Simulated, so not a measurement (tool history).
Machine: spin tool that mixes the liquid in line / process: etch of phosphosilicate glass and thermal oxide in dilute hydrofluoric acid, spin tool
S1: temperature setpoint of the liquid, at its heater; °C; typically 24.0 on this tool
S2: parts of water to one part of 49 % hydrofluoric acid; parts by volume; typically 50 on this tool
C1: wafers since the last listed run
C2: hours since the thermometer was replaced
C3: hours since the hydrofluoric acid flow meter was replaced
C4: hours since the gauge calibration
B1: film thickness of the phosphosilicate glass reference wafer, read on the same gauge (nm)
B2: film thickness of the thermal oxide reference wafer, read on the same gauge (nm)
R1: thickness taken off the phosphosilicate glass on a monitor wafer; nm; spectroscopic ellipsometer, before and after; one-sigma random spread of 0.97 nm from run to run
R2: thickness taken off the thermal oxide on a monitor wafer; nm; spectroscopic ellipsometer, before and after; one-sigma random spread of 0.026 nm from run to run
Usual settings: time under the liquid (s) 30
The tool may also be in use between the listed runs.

Run 1, hour 0.0: usual settings; C1 0; C2 1138.0; C3 1179.3; C4 201.7; B1 40.01; B2 130.017. Result: R1 133.81 nm, R2 2.927 nm.
Run 2, hour 62.7: usual settings; C1 1111; C2 1200.7; C3 1242.0; C4 264.4; B1 39.99; B2 129.957. Result: R1 133.36 nm, R2 2.894 nm.
Run 3, hour 137.1: usual settings; C1 1318; C2 1275.1; C3 1316.4; C4 338.8; B1 40.01; B2 129.982. Result: R1 134.63 nm, R2 2.870 nm.
Run 4, hour 212.3: usual settings; C1 1332; C2 1350.3; C3 1391.6; C4 414.0; B1 40.05; B2 130.050. Result: R1 133.46 nm, R2 2.902 nm.
Run 5, hour 269.7: usual settings; C1 1017; C2 1407.7; C3 1449.0; C4 471.4; B1 39.99; B2 129.988. Result: R1 134.13 nm, R2 2.897 nm.
Run 6, hour 333.9: usual settings; C1 1137; C2 1471.9; C3 1513.2; C4 535.6; B1 40.03; B2 130.032. Result: R1 134.80 nm, R2 2.922 nm.
Run 7, hour 438.5: usual settings; C1 1853; C2 1576.5; C3 1617.8; C4 640.2; B1 40.02; B2 130.004. Result: R1 135.74 nm, R2 2.894 nm.
Run 8, hour 501.3: usual settings; C1 1112; C2 1639.3; C3 1680.6; C4 703.0; B1 40.01; B2 130.000. Result: R1 134.99 nm, R2 2.919 nm.
Run 9, hour 541.9: usual settings but time under the liquid (s) 40; C1 719; C2 1679.9; C3 1721.2; C4 743.6; B1 39.99; B2 129.996. Result: R1 180.99 nm, R2 3.827 nm.
At hour 548.2: thermometer replaced.
Run 10, hour 588.0: usual settings but time under the liquid (s) 40; C1 799; C2 39.8; C3 1767.3; C4 789.7; B1 40.00; B2 130.033. Result: R1 197.84 nm, R2 4.232 nm.
Run 11, hour 657.4: usual settings; C1 1229; C2 109.2; C3 1836.7; C4 859.1; B1 39.99; B2 130.013. Result: R1 146.07 nm, R2 3.191 nm.
Run 12, hour 744.8: usual settings; C1 1548; C2 196.6; C3 1924.1; C4 946.5; B1 40.01; B2 129.963. Result: R1 148.02 nm, R2 3.166 nm.
At hour 807.3: hydrofluoric acid flow meter replaced.
Run 13, hour 814.6: usual settings but S1 26.0 °C, S2 40 parts by volume, time under the liquid (s) 20; C1 1219; C2 266.4; C3 7.3; C4 1016.3; B1 39.98; B2 130.023. Result: R1 121.08 nm, R2 2.588 nm.
Run 14, hour 867.5: usual settings; C1 937; C2 319.3; C3 60.2; C4 1069.2; B1 40.01; B2 129.983. Result: R1 132.06 nm, R2 2.792 nm.
Run 15, hour 906.3: usual settings but S1 28.5 °C, S2 25 parts by volume, time under the liquid (s) 25; C1 687; C2 358.1; C3 99.0; C4 1108.0; B1 39.96; B2 129.964. Result: R1 273.84 nm, R2 5.813 nm.
Run 16, hour 1000.4: usual settings; C1 1667; C2 452.2; C3 193.1; C4 1202.1; B1 40.00; B2 129.999. Result: R1 129.17 nm, R2 2.863 nm.
Run 17, hour 1042.2: usual settings but S1 29.0 °C, S2 65 parts by volume, time under the liquid (s) 40; C1 740; C2 494.0; C3 234.9; C4 1243.9; B1 40.01; B2 129.998. Result: R1 160.91 nm, R2 3.538 nm.
Run 18, hour 1087.5: usual settings but S1 20.5 °C, S2 70 parts by volume, time under the liquid (s) 20; C1 802; C2 539.3; C3 280.2; C4 1289.2; B1 40.01; B2 129.987. Result: R1 53.54 nm, R2 1.142 nm.
Run 19, hour 1150.5: usual settings; C1 1116; C2 602.3; C3 343.2; C4 1352.2; B1 39.98; B2 130.012. Result: R1 132.34 nm, R2 2.842 nm.
Run 20, hour 1246.0: usual settings but S1 28.0 °C, S2 40 parts by volume, time under the liquid (s) 20; C1 1692; C2 697.8; C3 438.7; C4 1447.7; B1 40.04; B2 130.035. Result: R1 131.76 nm, R2 2.825 nm.
At hour 1271.7: gauge calibrated.
Run 21, hour 1319.1: usual settings but time under the liquid (s) 50; C1 1295; C2 770.9; C3 511.8; C4 47.4; B1 40.01; B2 129.950. Result: R1 221.29 nm, R2 4.841 nm.
Run 22, hour 1366.9: usual settings but time under the liquid (s) 35; C1 847; C2 818.7; C3 559.6; C4 95.2; B1 39.99; B2 130.006. Result: R1 155.28 nm, R2 3.274 nm.
Run 23, hour 1415.8: usual settings but S1 29.0 °C, S2 35 parts by volume, time under the liquid (s) 45; C1 866; C2 867.6; C3 608.5; C4 144.1; B1 40.02; B2 130.000. Result: R1 356.76 nm, R2 7.753 nm.
Run 24, hour 1517.8: usual settings but S2 75 parts by volume; C1 1807; C2 969.6; C3 710.5; C4 246.1; B1 39.99; B2 130.014. Result: R1 85.07 nm, R2 1.842 nm.
Run 25, hour 1610.9: usual settings; C1 1649; C2 1062.7; C3 803.6; C4 339.2; B1 40.03; B2 130.019. Result: R1 131.96 nm, R2 2.869 nm.

What the log doesn't show, run by run:
gauge reads high (%): 0 on each run
H1: liquid colder than its thermometer reads (K)
H2: hydrofluoric acid flow above the setpoint (%)
run      H1     H2
  1    1.55   7.56
  2    1.63   7.95
  3    1.72   8.42
  4    1.82    8.9
  5    1.89   9.26
  6    1.97   9.66
  7    2.09   10.3
  8    2.17   10.7
  9    2.22     11
 10  0.0849   11.3
 11   0.171   11.7
 12   0.278   12.2
 13   0.365  0.625
 14    0.43  0.958
 15   0.478    1.2
 16   0.594   1.79
 17   0.645   2.06
 18   0.701   2.34
 19   0.779   2.74
 20   0.897   3.34
 21   0.987    3.8
 22    1.05    4.1
 23    1.11   4.41
 24    1.23   5.05
 25    1.35   5.63
